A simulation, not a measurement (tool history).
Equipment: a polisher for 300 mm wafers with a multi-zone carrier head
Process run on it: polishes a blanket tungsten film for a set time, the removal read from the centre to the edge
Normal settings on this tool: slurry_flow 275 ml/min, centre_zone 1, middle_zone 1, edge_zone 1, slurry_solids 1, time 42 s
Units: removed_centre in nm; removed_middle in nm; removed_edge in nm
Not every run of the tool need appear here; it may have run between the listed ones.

run	hour	slurry_flow	centre_zone	middle_zone	edge_zone	slurry_solids	time	wafers since the last listed run	wafers polished on this pad	hours since the slurry nozzle was cleaned	hours since the centre zone pressure was calibrated	hours since the edge zone pressure was calibrated	hours since the carrier head's membrane was replaced	incoming thickness of the incoming film, nm	removed_centre	removed_middle	removed_edge
1	0	275	1	1	1.08	1	42	0	2473	240.2	728.6	748.7	1023.1	926	126.9	125	131.5
# hour 10.9: worn pad replaced by a new one
2	37	275	1	1	1.08	1	42	377	298	277.2	765.6	785.7	1060.1	917	124.5	126.1	132.1
# hour 196.5: worn pad replaced by a new one
3	242.7	275	1	1	1	1	42	2309	529	482.9	971.3	991.4	1265.8	932.4	122	120.3	124.7
4	291.4	275	1	1	1	1	42	557	1086	531.6	1020	1040.1	1314.5	924	121.4	121.3	127.2
5	320.9	275	1	1	1.05	1	42	337	1424	561.1	1049.5	1069.6	1344	916.8	121.1	119.7	132.8
# hour 349: slurry nozzle cleaned
6	360.8	275	1	1	1.05	1	42	445	1870	11.8	1089.4	1109.5	1383.9	931.2	128	128.2	131.5
# hour 368.6: worn pad replaced by a new one
# hour 374.9: carrier head's membrane replaced by a new one
7	425.1	275	1	1	1.05	1	42	633	590	76.1	1153.7	1173.8	50.2	913.3	123.7	126.8	131.6
8	486.7	275	1	1	1	1	42	705	1295	137.7	1215.3	1235.4	111.8	918	126.1	124.8	130.3
# hour 490.1: centre zone pressure recalibrated
9	528.2	275	1	1	1	1	42	452	1747	179.2	38.1	1276.9	153.3	927	127.6	125.6	127.4
# hour 537.6: worn pad replaced by a new one
10	598.9	195	1	1	1	1	42	763	702	249.9	108.8	1347.6	224	931.7	117.1	119.5	125.3
# hour 629.4: edge zone pressure recalibrated
11	644.5	275	1	1	1.03	1.1	42	499	1201	295.5	154.4	15.1	269.6	920.6	128.7	124.7	133.7
12	688.6	330	0.88	1	1	1	42	504	1706	339.6	198.5	59.2	313.7	912.2	114.2	126.5	131.6
13	716.5	275	1	1.04	1	0.75	28	319	2026	367.5	226.4	87.1	341.6	927.3	77.4	79.3	81.1
# hour 732.4: worn pad replaced by a new one
14	784	275	1	1	1	1	42	727	590	435	293.9	154.6	409.1	915.8	126.9	122.1	128.1
15	824.4	275	1	1	1.05	1	42	462	1053	475.4	334.3	195	449.5	941.5	126.5	122.8	131.3
# hour 860.5: slurry nozzle cleaned
16	874.6	275	1	1	1	1	42	563	1616	14.1	384.5	245.2	499.7	920.8	127.9	126	129.4
17	914.9	275	1	1	0.94	1	50	461	2077	54.4	424.8	285.5	540	927.2	152.1	151	151.1
# hour 923.9: worn pad replaced by a new one
18	986.7	275	1	1	1	1	48	776	719	126.2	496.6	357.3	611.8	919.4	144.9	143.7	148.5

Exercise: give the hidden state of the tool at every run:
removal rate lost through wear of the pad, %: 0 in every run
deviation of the centre zone's pressure from its setpoint, %: 0 in every run
deviation of the edge zone's pressure from its setpoint, %: 0 in every run
H1: slurry flow missing at the pad, %
run	H1
1	18.8
2	21.4
3	35.3
4	38.6
5	40.6
6	4.76
7	9.12
8	13.3
9	16.1
10	20.9
11	24
12	27
13	28.9
14	33.4
15	36.2
16	5.13
17	7.86
18	12.7

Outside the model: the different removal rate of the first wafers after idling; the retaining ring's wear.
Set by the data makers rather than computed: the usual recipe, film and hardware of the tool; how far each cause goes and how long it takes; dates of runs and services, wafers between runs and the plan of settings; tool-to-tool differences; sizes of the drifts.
